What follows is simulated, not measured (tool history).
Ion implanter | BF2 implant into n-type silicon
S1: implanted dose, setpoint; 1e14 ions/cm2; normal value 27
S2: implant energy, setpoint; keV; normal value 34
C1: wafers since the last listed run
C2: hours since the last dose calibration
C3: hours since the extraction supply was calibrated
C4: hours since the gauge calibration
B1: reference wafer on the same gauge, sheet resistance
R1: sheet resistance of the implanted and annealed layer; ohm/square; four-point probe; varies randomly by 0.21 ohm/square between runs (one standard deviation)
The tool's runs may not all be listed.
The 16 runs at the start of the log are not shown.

run 17 hour=420.2 | S1=27 S2=34 | C1=530 C2=1997.5 C3=3914.8 C4=633.2 | B1=154.03 | R1=141.9
-- hour=433.4 Faraday cup replaced and dose calibrated
run 18 hour=433.9 | S1=21.54 S2=39.5 | C1=99 C2=0.5 C3=3928.5 C4=646.9 | B1=154 | R1=133.1
run 19 hour=451.1 | S1=19.21 S2=39.5 | C1=301 C2=17.7 C3=3945.7 C4=664.1 | B1=154.03 | R1=134.86
run 20 hour=553.9 | S1=22.88 S2=45.5 | C1=1799 C2=120.5 C3=4048.5 C4=766.9 | B1=153.95 | R1=122.37
run 21 hour=584.8 | S1=24.85 S2=22.5 | C1=541 C2=151.4 C3=4079.4 C4=797.8 | B1=153.98 | R1=176.63
-- hour=622 extraction supply calibrated
run 22 hour=622.5 | S1=30.87 S2=38 | C1=519 C2=189.1 C3=0.5 C4=835.5 | B1=153.94 | R1=129.54
run 23 hour=644.4 | S1=27 S2=42.5 | C1=383 C2=211 C3=22.4 C4=857.4 | B1=154.03 | R1=122
run 24 hour=678.4 | S1=27 S2=34 | C1=595 C2=245 C3=56.4 C4=891.4 | B1=154.07 | R1=138.44
run 25 hour=695.7 | S1=28.9 S2=34 | C1=302 C2=262.3 C3=73.7 C4=908.7 | B1=154.06 | R1=137.86
run 26 hour=711.9 | S1=20.52 S2=31 | C1=283 C2=278.5 C3=89.9 C4=924.9 | B1=154.01 | R1=148.34
-- hour=717.6 gauge calibrated
run 27 hour=731.3 | S1=27 S2=34 | C1=339 C2=297.9 C3=109.3 C4=13.7 | B1=153.97 | R1=138.55
run 28 hour=758.8 | S1=32.32 S2=40.5 | C1=481 C2=325.4 C3=136.8 C4=41.2 | B1=153.97 | R1=124.32
run 29 hour=793.9 | S1=27 S2=25.5 | C1=614 C2=360.5 C3=171.9 C4=76.3 | B1=154.07 | R1=161.67
run 30 hour=810.8 | S1=19.35 S2=34 | C1=295 C2=377.4 C3=188.8 C4=93.2 | B1=154.02 | R1=142.06
run 31 hour=829 | S1=23.1 S2=25 | C1=318 C2=395.6 C3=207 C4=111.4 | B1=153.99 | R1=164.58
run 32 hour=850.8 | S1=23.08 S2=34 | C1=381 C2=417.4 C3=228.8 C4=133.2 | B1=154.02 | R1=140.2
run 33 hour=865.7 | S1=29.87 S2=24 | C1=260 C2=432.3 C3=243.7 C4=148.1 | B1=154.05 | R1=165.25
run 34 hour=884.8 | S1=23.86 S2=29.5 | C1=334 C2=451.4 C3=262.8 C4=167.2 | B1=154 | R1=151.06
run 35 hour=911.1 | S1=30.46 S2=34 | C1=460 C2=477.7 C3=289.1 C4=193.5 | B1=154 | R1=137.32
run 36 hour=944 | S1=27 S2=34 | C1=576 C2=510.6 C3=322 C4=226.4 | B1=153.98 | R1=138.66
run 37 hour=970.9 | S1=22.87 S2=28 | C1=470 C2=537.5 C3=348.9 C4=253.3 | B1=154 | R1=155.55
run 38 hour=990.6 | S1=31.48 S2=22.5 | C1=344 C2=557.2 C3=368.6 C4=273 | B1=154.01 | R1=169.65

Consider 3 possible next runs. They are alternatives, not a sequence: every one starts from the tool as it was left by run 38. What does each give?
run A hour=991 | S1=27 S2=34 | C1=7 C2=557.6 C3=369 C4=273.4 | B1=? | R1=?
run B hour=991 | S1=19.94 S2=26.5 | C1=7 C2=557.6 C3=369 C4=273.4 | B1=? | R1=?
run C hour=991 | S1=31.45 S2=24.5 | C1=7 C2=557.6 C3=369 C4=273.4 | B1=? | R1=?

run=A B1=153.94 R1=138.76
run=B B1=153.94 R1=162.09
run=C B1=153.94 R1=162.78
Without the tool's hidden state the same runs would have given:
run=A R1=138.89
run=B R1=162.24
run=C R1=162.92
